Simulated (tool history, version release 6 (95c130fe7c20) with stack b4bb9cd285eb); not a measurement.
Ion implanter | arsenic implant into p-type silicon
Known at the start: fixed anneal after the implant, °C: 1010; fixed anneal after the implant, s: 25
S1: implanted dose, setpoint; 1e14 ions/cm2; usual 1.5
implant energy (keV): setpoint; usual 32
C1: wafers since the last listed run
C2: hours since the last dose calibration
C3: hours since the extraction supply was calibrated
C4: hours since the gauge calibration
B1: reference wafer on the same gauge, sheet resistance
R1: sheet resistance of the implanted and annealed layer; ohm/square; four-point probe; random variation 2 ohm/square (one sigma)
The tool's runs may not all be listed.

{"run": 1, "day": 0.0, "S1": 1.5, "implant energy (keV)": 32, "C1": 0, "C2": 1482.3, "C3": 5667.1, "C4": 1305.6, "B1": 519.42, "R1": 456.73}
{"day": 1.079, "done": "gauge calibrated"}
{"run": 2, "day": 2.121, "S1": 1.5, "implant energy (keV)": 32, "C1": 1164, "C2": 1533.2, "C3": 5718, "C4": 25, "B1": 519.35, "R1": 458.97}
{"run": 3, "day": 8.5, "S1": 1.77, "implant energy (keV)": 35.5, "C1": 3503, "C2": 1686.3, "C3": 5871.1, "C4": 178.1, "B1": 519.09, "R1": 401.97}
{"run": 4, "day": 10.462, "S1": 1.77, "implant energy (keV)": 35.5, "C1": 1077, "C2": 1733.4, "C3": 5918.2, "C4": 225.2, "B1": 518.67, "R1": 400.6}
{"run": 5, "day": 12.95, "S1": 1.77, "implant energy (keV)": 35.5, "C1": 1366, "C2": 1793.1, "C3": 5977.9, "C4": 284.9, "B1": 518.78, "R1": 400.45}
{"run": 6, "day": 14.333, "S1": 1.5, "implant energy (keV)": 32, "C1": 759, "C2": 1826.3, "C3": 6011.1, "C4": 318.1, "B1": 518.81, "R1": 459.53}
{"run": 7, "day": 16.858, "S1": 1.5, "implant energy (keV)": 24, "C1": 1386, "C2": 1886.9, "C3": 6071.7, "C4": 378.7, "B1": 518.52, "R1": 478.94}
{"run": 8, "day": 18.004, "S1": 1.5, "implant energy (keV)": 40.5, "C1": 629, "C2": 1914.4, "C3": 6099.2, "C4": 406.2, "B1": 519.47, "R1": 440.51}
{"run": 9, "day": 20.883, "S1": 1.5, "implant energy (keV)": 40.5, "C1": 1581, "C2": 1983.5, "C3": 6168.3, "C4": 475.3, "B1": 519.19, "R1": 438.57}
{"run": 10, "day": 23.246, "S1": 1.5, "implant energy (keV)": 32, "C1": 1297, "C2": 2040.2, "C3": 6225, "C4": 532, "B1": 518.93, "R1": 454.45}
{"run": 11, "day": 26.392, "S1": 1.5, "implant energy (keV)": 32, "C1": 1727, "C2": 2115.7, "C3": 6300.5, "C4": 607.5, "B1": 518.81, "R1": 454.46}
{"run": 12, "day": 32.042, "S1": 1.5, "implant energy (keV)": 32, "C1": 3103, "C2": 2251.3, "C3": 6436.1, "C4": 743.1, "B1": 519.02, "R1": 453.43}
{"run": 13, "day": 34.583, "S1": 1.5, "implant energy (keV)": 32, "C1": 1396, "C2": 2312.3, "C3": 6497.1, "C4": 804.1, "B1": 518.44, "R1": 451.04}
{"day": 35.05, "done": "extraction supply calibrated"}
{"run": 14, "day": 36.088, "S1": 1.5, "implant energy (keV)": 32, "C1": 643, "C2": 2348.4, "C3": 24.9, "C4": 840.2, "B1": 518.88, "R1": 449.89}
{"day": 38.246, "done": "Faraday cup replaced and dose calibrated"}
{"run": 15, "day": 39.033, "S1": 1.5, "implant energy (keV)": 32, "C1": 1434, "C2": 18.9, "C3": 95.6, "C4": 910.9, "B1": 519.2, "R1": 459.06}
{"run": 16, "day": 40.204, "S1": 1.5, "implant energy (keV)": 32, "C1": 643, "C2": 47, "C3": 123.7, "C4": 939, "B1": 518.85, "R1": 462.12}
{"run": 17, "day": 41.858, "S1": 1.5, "implant energy (keV)": 41, "C1": 908, "C2": 86.7, "C3": 163.4, "C4": 978.7, "B1": 518.85, "R1": 441.44}
{"run": 18, "day": 43.55, "S1": 1.5, "implant energy (keV)": 32, "C1": 929, "C2": 127.3, "C3": 204, "C4": 1019.3, "B1": 519.01, "R1": 461.97}
{"run": 19, "day": 45.992, "S1": 1.5, "implant energy (keV)": 32, "C1": 1341, "C2": 185.9, "C3": 262.6, "C4": 1077.9, "B1": 518.67, "R1": 459.03}
{"day": 48.25, "done": "gauge calibrated"}
{"run": 20, "day": 48.496, "S1": 1.5, "implant energy (keV)": 32, "C1": 1375, "C2": 246, "C3": 322.7, "C4": 5.9, "B1": 519.56, "R1": 461.39}
{"run": 21, "day": 50.283, "S1": 1.5, "implant energy (keV)": 38, "C1": 981, "C2": 288.9, "C3": 365.6, "C4": 48.8, "B1": 518.73, "R1": 446.14}
{"run": 22, "day": 51.683, "S1": 1.5, "implant energy (keV)": 32, "C1": 768, "C2": 322.5, "C3": 399.2, "C4": 82.4, "B1": 519.09, "R1": 463.66}
{"run": 23, "day": 53.338, "S1": 1.83, "implant energy (keV)": 42.5, "C1": 908, "C2": 362.2, "C3": 438.9, "C4": 122.1, "B1": 519.04, "R1": 381.22}
{"run": 24, "day": 55.329, "S1": 1.64, "implant energy (keV)": 35.5, "C1": 1093, "C2": 410, "C3": 486.7, "C4": 169.9, "B1": 518.7, "R1": 423.08}
{"run": 25, "day": 58.229, "S1": 1.18, "implant energy (keV)": 32, "C1": 1592, "C2": 479.6, "C3": 556.3, "C4": 239.5, "B1": 518.75, "R1": 546.67}
{"run": 26, "day": 66.621, "S1": 1.5, "implant energy (keV)": 23, "C1": 4609, "C2": 681, "C3": 757.7, "C4": 440.9, "B1": 518.69, "R1": 485.04}
{"run": 27, "day": 68.646, "S1": 1.05, "implant energy (keV)": 38.5, "C1": 1112, "C2": 729.6, "C3": 806.3, "C4": 489.5, "B1": 519.12, "R1": 566.34}
{"run": 28, "day": 70.058, "S1": 1.85, "implant energy (keV)": 40.5, "C1": 775, "C2": 763.5, "C3": 840.2, "C4": 523.4, "B1": 518.7, "R1": 383.07}
{"run": 29, "day": 72.542, "S1": 1.5, "implant energy (keV)": 32, "C1": 1364, "C2": 823.1, "C3": 899.8, "C4": 583, "B1": 518.75, "R1": 460.98}
{"run": 30, "day": 73.654, "S1": 1.66, "implant energy (keV)": 21, "C1": 611, "C2": 849.8, "C3": 926.5, "C4": 609.7, "B1": 518.66, "R1": 457.55}
{"run": 31, "day": 76.229, "S1": 1.89, "implant energy (keV)": 39, "C1": 1414, "C2": 911.6, "C3": 988.3, "C4": 671.5, "B1": 519.19, "R1": 378.53}
{"run": 32, "day": 77.808, "S1": 1.5, "implant energy (keV)": 21, "C1": 867, "C2": 949.5, "C3": 1026.2, "C4": 709.4, "B1": 519.32, "R1": 492.59}
{"run": 33, "day": 80.604, "S1": 1.5, "implant energy (keV)": 32, "C1": 1535, "C2": 1016.6, "C3": 1093.3, "C4": 776.5, "B1": 519.06, "R1": 459.2}
{"run": 34, "day": 82.908, "S1": 1.5, "implant energy (keV)": 32, "C1": 1265, "C2": 1071.9, "C3": 1148.6, "C4": 831.8, "B1": 519.17, "R1": 456.75}

Hidden state or all else? Some run-to-run changes of R1, split into what the settings, what came in and random variation would give without the hidden state, and what is left for the hidden state (with any gauge scatter that isn't in both results):
The hidden state here: deviation of the true dose from the Faraday cup's reading, %; deviation of the true energy from its setpoint, %; gauge reads high (%).
Run 6 -> 7: implant energy (keV) 32 -> 24. R1 +19.41 ohm/square: hidden state -0.8, all else +20.21.
Run 11 -> 12: no setting changed, nothing entered. R1 -1.03 ohm/square: hidden state -1.28, all else +0.25.
Run 14 -> 15: Faraday cup replaced and dose calibrated. R1 +9.17 ohm/square: hidden state +8.43, all else +0.74.
Run 24 -> 25: S1 1.64 -> 1.18, implant energy (keV) 35.5 -> 32. R1 +123.59 ohm/square: hidden state -0.33, all else +123.92.
Run 27 -> 28: S1 1.05 -> 1.85, implant energy (keV) 38.5 -> 40.5. R1 -183.27 ohm/square: hidden state +0.39, all else -183.66.
Run 31 -> 32: S1 1.89 -> 1.5, implant energy (keV) 39 -> 21. R1 +114.06 ohm/square: hidden state -0.77, all else +114.83.
